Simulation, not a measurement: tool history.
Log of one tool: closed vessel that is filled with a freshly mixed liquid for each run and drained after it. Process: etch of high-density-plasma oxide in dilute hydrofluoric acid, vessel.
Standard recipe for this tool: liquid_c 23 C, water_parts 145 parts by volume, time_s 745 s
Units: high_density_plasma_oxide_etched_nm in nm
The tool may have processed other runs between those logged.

| run | hour | liquid_c | water_parts | time_s | wafers since the last listed run | hours since the thermometer was replaced | hours since the hydrofluoric acid flow meter was replaced | hours since the gauge calibration | read-back film thickness of the high-density-plasma oxide reference wafer, read on the same gauge (nm) | high_density_plasma_oxide_etched_nm |
|---|---|---|---|---|---|---|---|---|---|---|
| 1 | 0 | 23 | 145 | 745 | 0 | 669.9 | 222.1 | 1669.5 | 48.49 | 20.96 |
| 2 | 45.2 | 23 | 145 | 745 | 3979 | 715.1 | 267.3 | 1714.7 | 48.46 | 20.8 |
| 3 | 108.9 | 23 | 195 | 745 | 5608 | 778.8 | 331 | 1778.4 | 48.44 | 14.69 |
| 4 | 178.7 | 23 | 195 | 745 | 6145 | 848.6 | 400.8 | 1848.2 | 48.44 | 14.61 |
| 5 | 249.2 | 23 | 195 | 745 | 6206 | 919.1 | 471.3 | 1918.7 | 48.43 | 14.66 |
| 6 | 290.6 | 23 | 145 | 745 | 3644 | 960.5 | 512.7 | 1960.1 | 48.4 | 20.8 |
| 7 | 338 | 23 | 145 | 745 | 4173 | 1007.9 | 560.1 | 2007.5 | 48.39 | 20.81 |
| 8 | 363 | 23 | 145 | 745 | 2200 | 1032.9 | 585.1 | 2032.5 | 48.41 | 20.62 |
|  | 459 | gauge calibrated |
| 9 | 462.6 | 23 | 145 | 745 | 8768 | 1132.5 | 684.7 | 3.6 | 50.14 | 21.69 |
|  | 479.1 | hydrofluoric acid flow meter replaced |
| 10 | 514.9 | 23 | 145 | 745 | 4516 | 1184.8 | 35.8 | 55.9 | 50 | 21.77 |
| 11 | 576.7 | 23 | 145 | 745 | 5440 | 1246.6 | 97.6 | 117.7 | 49.88 | 21.5 |
| 12 | 628 | 23 | 145 | 745 | 4516 | 1297.9 | 148.9 | 169 | 49.78 | 21.49 |
| 13 | 671.1 | 23 | 145 | 745 | 3794 | 1341 | 192 | 212.1 | 49.71 | 21.21 |
| 14 | 764.8 | 23 | 145 | 745 | 8249 | 1434.7 | 285.7 | 305.8 | 49.52 | 21.39 |
| 15 | 835.3 | 23 | 145 | 745 | 6206 | 1505.2 | 356.2 | 376.3 | 49.45 | 21.37 |
| 16 | 905 | 23 | 145 | 745 | 6136 | 1574.9 | 425.9 | 446 | 49.36 | 21.47 |
| 17 | 931.2 | 27 | 120 | 915 | 2306 | 1601.1 | 452.1 | 472.2 | 49.31 | 38.2 |
| 18 | 992.5 | 23 | 100 | 745 | 5396 | 1662.4 | 513.4 | 533.5 | 49.24 | 32.35 |
| 19 | 1022 | 28 | 145 | 745 | 2597 | 1691.9 | 542.9 | 563 | 49.19 | 25.87 |
|  | 1044.1 | thermometer replaced |
| 20 | 1049.7 | 23 | 145 | 745 | 2350 | 5.6 | 570.6 | 590.7 | 49.19 | 21.29 |
|  | 1077.6 | hydrofluoric acid flow meter replaced |
| 21 | 1080.8 | 23 | 145 | 745 | 2650 | 36.7 | 3.2 | 621.8 | 49.15 | 21.43 |
| 22 | 1122.9 | 20.5 | 145 | 745 | 3706 | 78.8 | 45.3 | 663.9 | 49.11 | 19.26 |
| 23 | 1189.3 | 25 | 125 | 1075 | 5845 | 145.2 | 111.7 | 730.3 | 49.07 | 39.33 |
| 24 | 1216.9 | 23 | 90 | 1130 | 2429 | 172.8 | 139.3 | 757.9 | 49.03 | 55.39 |
| 25 | 1287.6 | 21 | 145 | 975 | 6224 | 243.5 | 210 | 828.6 | 48.97 | 25.7 |
| 26 | 1316 | 28 | 80 | 515 | 2500 | 271.9 | 238.4 | 857 | 48.95 | 35.21 |
| 27 | 1372.2 | 21.5 | 130 | 745 | 4947 | 328.1 | 294.6 | 913.2 | 48.94 | 22.52 |
| 28 | 1432.5 | 23 | 125 | 1105 | 5308 | 388.4 | 354.9 | 973.5 | 48.89 | 37.22 |
| 29 | 1465.5 | 25.5 | 145 | 620 | 2905 | 421.4 | 387.9 | 1006.5 | 48.89 | 19.29 |
| 30 | 1501.3 | 25.5 | 145 | 745 | 3151 | 457.2 | 423.7 | 1042.3 | 48.85 | 23 |
| 31 | 1564.5 | 20.5 | 165 | 745 | 5564 | 520.4 | 486.9 | 1105.5 | 48.82 | 16.38 |
| 32 | 1616 | 23 | 145 | 745 | 4534 | 571.9 | 538.4 | 1157 | 48.78 | 20.93 |
| 33 | 1677.4 | 23 | 145 | 745 | 5405 | 633.3 | 599.8 | 1218.4 | 48.77 | 20.94 |

Same runs, no hidden state in the tool, same run-to-run variation:
The tool's hidden condition here consists of: liquid colder than its thermometer reads (K); hydrofluoric acid flow below the setpoint (%); gauge reads high (%).
| run | high_density_plasma_oxide_etched_nm |
|---|---|
| 1 | 21.62 |
| 2 | 21.46 |
| 3 | 15.15 |
| 4 | 15.08 |
| 5 | 15.13 |
| 6 | 21.48 |
| 7 | 21.49 |
| 8 | 21.3 |
| 9 | 21.63 |
| 10 | 21.76 |
| 11 | 21.55 |
| 12 | 21.58 |
| 13 | 21.34 |
| 14 | 21.58 |
| 15 | 21.61 |
| 16 | 21.75 |
| 17 | 38.73 |
| 18 | 32.85 |
| 19 | 26.29 |
| 20 | 21.65 |
| 21 | 21.79 |
| 22 | 19.61 |
| 23 | 40.08 |
| 24 | 56.49 |
| 25 | 26.23 |
| 26 | 35.96 |
| 27 | 23.02 |
| 28 | 38.07 |
| 29 | 19.74 |
| 30 | 23.55 |
| 31 | 16.78 |
| 32 | 21.45 |
| 33 | 21.47 |
